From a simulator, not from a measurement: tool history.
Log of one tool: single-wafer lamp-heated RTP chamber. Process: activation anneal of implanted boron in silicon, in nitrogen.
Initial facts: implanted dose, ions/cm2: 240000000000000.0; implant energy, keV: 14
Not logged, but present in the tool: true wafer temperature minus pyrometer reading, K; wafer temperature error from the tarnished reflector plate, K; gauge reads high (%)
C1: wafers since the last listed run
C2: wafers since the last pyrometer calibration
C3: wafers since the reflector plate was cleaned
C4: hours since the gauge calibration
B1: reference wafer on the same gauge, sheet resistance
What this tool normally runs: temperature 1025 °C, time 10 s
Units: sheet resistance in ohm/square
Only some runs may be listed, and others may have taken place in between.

run 1 hour=0 | temperature=1037 time=9 | C1=0 C2=3886 C3=2523 C4=624.5 | B1=442.56 | sheet_resistance=394.86
run 2 hour=73.3 | temperature=1025 time=10 | C1=1116 C2=5003 C3=3640 C4=697.8 | B1=442.84 | sheet_resistance=396.55
-- hour=129.2 pyrometer window cleaned and pyrometer calibrated
run 3 hour=187 | temperature=1025 time=10 | C1=1610 C2=880 C3=5250 C4=811.5 | B1=443.49 | sheet_resistance=396.49
run 4 hour=294.7 | temperature=1025 time=10 | C1=1640 C2=2521 C3=6891 C4=919.2 | B1=443.72 | sheet_resistance=395.92
run 5 hour=370.2 | temperature=1025 time=10 | C1=1150 C2=3672 C3=8041 C4=994.7 | B1=443.98 | sheet_resistance=397.25
run 6 hour=454.8 | temperature=1025 time=10 | C1=1288 C2=4960 C3=9330 C4=1079.3 | B1=444.25 | sheet_resistance=396.27
run 7 hour=528.8 | temperature=1025 time=10 | C1=1127 C2=6088 C3=10458 C4=1153.3 | B1=444.28 | sheet_resistance=397.65
-- hour=541.9 pyrometer window cleaned and pyrometer calibrated
run 8 hour=626.8 | temperature=1025 time=10 | C1=1371 C2=1292 C3=11829 C4=1251.3 | B1=444.8 | sheet_resistance=398.15
-- hour=827.4 reflector plate cleaned
run 9 hour=926.7 | temperature=1025 time=13 | C1=4447 C2=5740 C3=1512 C4=1551.2 | B1=445.78 | sheet_resistance=397.58
-- hour=970.7 pyrometer window cleaned and pyrometer calibrated
run 10 hour=1013.4 | temperature=1025 time=13 | C1=1199 C2=650 C3=2712 C4=1637.9 | B1=445.86 | sheet_resistance=397.05
run 11 hour=1071.3 | temperature=1025 time=10 | C1=882 C2=1532 C3=3594 C4=1695.8 | B1=446.23 | sheet_resistance=397.97
run 12 hour=1150.4 | temperature=1025 time=10 | C1=1205 C2=2737 C3=4799 C4=1774.9 | B1=446.37 | sheet_resistance=400.5
run 13 hour=1252 | temperature=1025 time=10 | C1=1547 C2=4285 C3=6347 C4=1876.5 | B1=446.73 | sheet_resistance=399.06
run 14 hour=1347 | temperature=1052 time=10 | C1=1447 C2=5732 C3=7794 C4=1971.5 | B1=447.07 | sheet_resistance=398.23
-- hour=1394.1 pyrometer window cleaned and pyrometer calibrated
run 15 hour=1432.4 | temperature=1046 time=15 | C1=1179 C2=583 C3=8973 C4=2056.9 | B1=447.37 | sheet_resistance=397.06
-- hour=1433.1 gauge calibrated
run 16 hour=1537.6 | temperature=1025 time=15 | C1=1602 C2=2185 C3=10576 C4=104.5 | B1=441.65 | sheet_resistance=394.71
run 17 hour=1578.5 | temperature=1054 time=14 | C1=623 C2=2809 C3=11199 C4=145.4 | B1=441.75 | sheet_resistance=392.49
run 18 hour=1625.4 | temperature=1053 time=10 | C1=714 C2=3523 C3=11914 C4=192.3 | B1=441.82 | sheet_resistance=393.25
run 19 hour=1727.1 | temperature=1053 time=7 | C1=1549 C2=5073 C3=13463 C4=294 | B1=442.37 | sheet_resistance=393.16
run 20 hour=1777.5 | temperature=1016 time=10 | C1=767 C2=5840 C3=14231 C4=344.4 | B1=442.63 | sheet_resistance=396.39
-- hour=1862.8 reflector plate cleaned
-- hour=1891.5 pyrometer window cleaned and pyrometer calibrated
run 21 hour=1966.6 | temperature=1006 time=15 | C1=2637 C2=1144 C3=1459 C4=533.5 | B1=443.06 | sheet_resistance=397.81

Forecast run 22:
run 22 hour=2068.9 | temperature=1038 time=10 | C1=1558 C2=2703 C3=3018 C4=635.8 | B1=? | sheet_resistance=?

{"run 22": {"B1": 443.42, "sheet resistance": 394.98}}
Without the tool's hidden state the same run would have given sheet resistance 392.85 ohm/square.
